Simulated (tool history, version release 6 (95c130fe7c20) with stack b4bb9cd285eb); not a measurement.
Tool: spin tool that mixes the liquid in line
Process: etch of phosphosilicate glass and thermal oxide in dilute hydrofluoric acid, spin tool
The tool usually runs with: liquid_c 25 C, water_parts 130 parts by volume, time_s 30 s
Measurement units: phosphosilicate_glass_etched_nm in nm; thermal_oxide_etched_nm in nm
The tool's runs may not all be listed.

run   hour  liquid_c  water_parts  time_s  wafers since the last listed run  hours since the thermometer was replaced  hours since the hydrofluoric acid flow meter was replaced  hours since the gauge calibration  read-back film thickness of the phosphosilicate glass reference wafer, read on the same gauge (nm)  read-back film thickness of the thermal oxide reference wafer, read on the same gauge (nm)  phosphosilicate_glass_etched_nm  thermal_oxide_etched_nm
  1      0        25          130      30                                 0                                    2572.6                                                     1206.9                               67.9                                                                                              130.01                                                                                     119.969                            15.01                    1.049
  2   17.3        25          130      30                               254                                    2589.9                                                     1224.2                               85.2                                                                                                 130                                                                                      120.02                             14.9                    1.031
  3   31.5        25          130      30                               208                                    2604.1                                                     1238.4                               99.4                                                                                              130.02                                                                                     119.979                            14.97                    1.039
  4   43.7        25          130      30                               179                                    2616.3                                                     1250.6                              111.6                                                                                              129.99                                                                                     119.992                            14.81                    1.073
  5   51.6        25          130      30                               116                                    2624.2                                                     1258.5                              119.5                                                                                              130.02                                                                                     120.002                            14.84                     1.04
  6   68.1        25          160      30                               242                                    2640.7                                                       1275                                136                                                                                                 130                                                                                     119.983                            11.58                    0.826
  7   78.1        25          130      30                               146                                    2650.7                                                       1285                                146                                                                                              129.98                                                                                      119.99                            14.78                    1.002
  8   88.3        25          130      30                               149                                    2660.9                                                     1295.2                              156.2                                                                                                 130                                                                                     120.046                            14.86                    1.051
  9  101.9        25          130      30                               199                                    2674.5                                                     1308.8                              169.8                                                                                              129.99                                                                                     120.023                            14.73                    1.022
 10  116.7        25          130      15                               217                                    2689.3                                                     1323.6                              184.6                                                                                              129.99                                                                                     120.005                             7.35                    0.532
 11  123.3        25          130      15                                97                                    2695.9                                                     1330.2                              191.2                                                                                              130.01                                                                                      120.01                             7.35                     0.51
 12  137.3        25          130      30                               205                                    2709.9                                                     1344.2                              205.2                                                                                              129.99                                                                                     119.978                             14.8                    1.038
 13  143.7        25           85      20                                94                                    2716.3                                                     1350.6                              211.6                                                                                              130.01                                                                                     119.942                             15.9                    1.133
     147.9  -- gauge calibrated
 14  157.1        20          130      50                               196                                    2729.7                                                       1364                                9.2                                                                                              129.99                                                                                     119.994                            20.27                    1.382
 15  167.2        25          130      25                               148                                    2739.8                                                     1374.1                               19.3                                                                                                 130                                                                                     120.029                             12.3                    0.821
 16  177.9        25          105      30                               157                                    2750.5                                                     1384.8                                 30                                                                                                 130                                                                                     119.971                            18.63                    1.293
 17  187.7      23.5          130      20                               144                                    2760.3                                                     1394.6                               39.8                                                                                              129.99                                                                                         120                              9.3                    0.641
     189.2  -- thermometer replaced
 18  199.4        25          130      45                               157                                      10.2                                                     1406.3                               51.5                                                                                              130.01                                                                                     119.988                            21.69                    1.496
     200.8  -- hydrofluoric acid flow meter replaced
 19  216.8        25          105      35                               241                                      27.6                                                         16                               68.9                                                                                              130.01                                                                                     120.011                            24.97                    1.741
 20  230.4      28.5           90      45                               199                                      41.2                                                       29.6                               82.5                                                                                              129.99                                                                                      120.02                             43.4                    3.026
 21  247.3      23.5          130      20                               248                                      58.1                                                       46.5                               99.4                                                                                              129.99                                                                                     120.001                            10.39                    0.725
 22  264.2        25          130      30                               248                                        75                                                       63.4                              116.3                                                                                                 130                                                                                      120.02                            16.71                    1.123
 23  293.3        25          130      30                               427                                     104.1                                                       92.5                              145.4                                                                                                 130                                                                                     120.016                            16.39                    1.123

Alternative continuations, all from the tool just after run 23; predict every row:
  A  293.7        25          190      30                                 5                                     104.5                                                       92.9                              145.8                                                                                                   ?                                                                                           ?                                ?                        ?
  B  293.7      28.5          150      40                                 5                                     104.5                                                       92.9                              145.8                                                                                                   ?                                                                                           ?                                ?                        ?
  C  293.7        22          180      15                                 5                                     104.5                                                       92.9                              145.8                                                                                                   ?                                                                                           ?                                ?                        ?
  D  293.7        21          130      30                                 5                                     104.5                                                       92.9                              145.8                                                                                                   ?                                                                                           ?                                ?                        ?
  E  293.7      23.5          130      30                                 5                                     104.5                                                       92.9                              145.8                                                                                                   ?                                                                                           ?                                ?                        ?

run  read-back film thickness of the phosphosilicate glass reference wafer, read on the same gauge (nm)  read-back film thickness of the thermal oxide reference wafer, read on the same gauge (nm)  phosphosilicate_glass_etched_nm  thermal_oxide_etched_nm
  A                                                                                              129.99                                                                                     120.016                            10.69                    0.736
  B                                                                                              129.99                                                                                     120.016                            21.54                    1.482
  C                                                                                              129.99                                                                                     120.016                              5.1                    0.351
  D                                                                                              129.99                                                                                     120.016                            14.34                    0.987
  E                                                                                              129.99                                                                                     120.016                            15.82                    1.089
Had the tool no hidden state, the same runs would have come out as:
run  phosphosilicate_glass_etched_nm  thermal_oxide_etched_nm
  A                            10.88                    0.749
  B                             21.9                    1.507
  C                             5.19                    0.357
  D                            14.57                    1.003
  E                            16.08                    1.107
